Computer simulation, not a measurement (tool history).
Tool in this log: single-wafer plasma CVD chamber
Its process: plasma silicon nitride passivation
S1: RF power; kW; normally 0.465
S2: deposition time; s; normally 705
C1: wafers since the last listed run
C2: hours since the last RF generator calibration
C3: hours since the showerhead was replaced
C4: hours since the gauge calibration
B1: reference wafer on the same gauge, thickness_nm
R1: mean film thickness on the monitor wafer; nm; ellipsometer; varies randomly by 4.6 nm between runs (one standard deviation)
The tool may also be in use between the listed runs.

run    hour     S1   S2   C1      C2      C3     C4        B1        R1
  1     0.0  0.465  630    0  1365.0  6297.5  427.3  1001.125   952.101
  2    65.9  0.465  660  240  1430.9  6363.4  493.2  1000.952   991.566
  3    97.2  0.465  660  114  1462.2  6394.7  524.5   999.591   993.874
  4   138.3  0.465  705  150  1503.3  6435.8  565.6   999.689  1059.884
  5   209.1  0.465  705  258  1574.1  6506.6  636.4   999.403  1057.669
      343.8  -- showerhead replaced
  6   344.3  0.465  705  464  1709.3     0.5  771.6   999.635  1054.052
  7   405.8  0.465  808  224  1770.8    62.0  833.1   999.772  1209.465
  8   442.5  0.465  808  134  1807.5    98.7  869.8   998.931  1214.414
  9   474.4  0.465  808  116  1839.4   130.6  901.7  1001.142  1214.231
 10   517.3  0.465  705  156  1882.3   173.5  944.6  1001.231  1062.525
      522.4  -- gauge calibrated
      530.5  -- RF generator calibrated
 11   554.4  0.465  705  106    23.9   210.6   32.0   999.851  1055.542
 12   604.0  0.500  616  181    73.5   260.2   81.6   998.849   946.099
 13   672.0  0.465  705  248   141.5   328.2  149.6  1001.254  1058.290
 14   729.3  0.370  635  209   198.8   385.5  206.9  1000.263   899.046
 15   765.2  0.395  705  131   234.7   421.4  242.8   999.376  1026.468
 16   796.5  0.410  705  114   266.0   452.7  274.1  1000.793  1031.021
 17   833.8  0.550  705  136   303.3   490.0  311.4   998.928  1099.039
 18   858.6  0.465  705   90   328.1   514.8  336.2   999.743  1063.231
 19  1002.3  0.405  705  524   471.8   658.5  479.9  1000.067  1022.558
 20  1066.8  0.540  837  235   536.3   723.0  544.4   999.771  1300.453

Predict each of these 3 candidate next runs independently; none follows another, all start after run 20:
  A  1067.4  0.380  705   2  536.9  723.6  545.0   ?   ?
  B  1067.4  0.495  662   2  536.9  723.6  545.0   ?   ?
  C  1067.4  0.515  796   2  536.9  723.6  545.0   ?   ?

run       B1        R1
  A  999.448  1016.118
  B  999.448  1012.687
  C  999.448  1228.987
What these runs would have given with no unlogged condition in the tool:
run        R1
  A  1016.118
  B  1012.687
  C  1228.987

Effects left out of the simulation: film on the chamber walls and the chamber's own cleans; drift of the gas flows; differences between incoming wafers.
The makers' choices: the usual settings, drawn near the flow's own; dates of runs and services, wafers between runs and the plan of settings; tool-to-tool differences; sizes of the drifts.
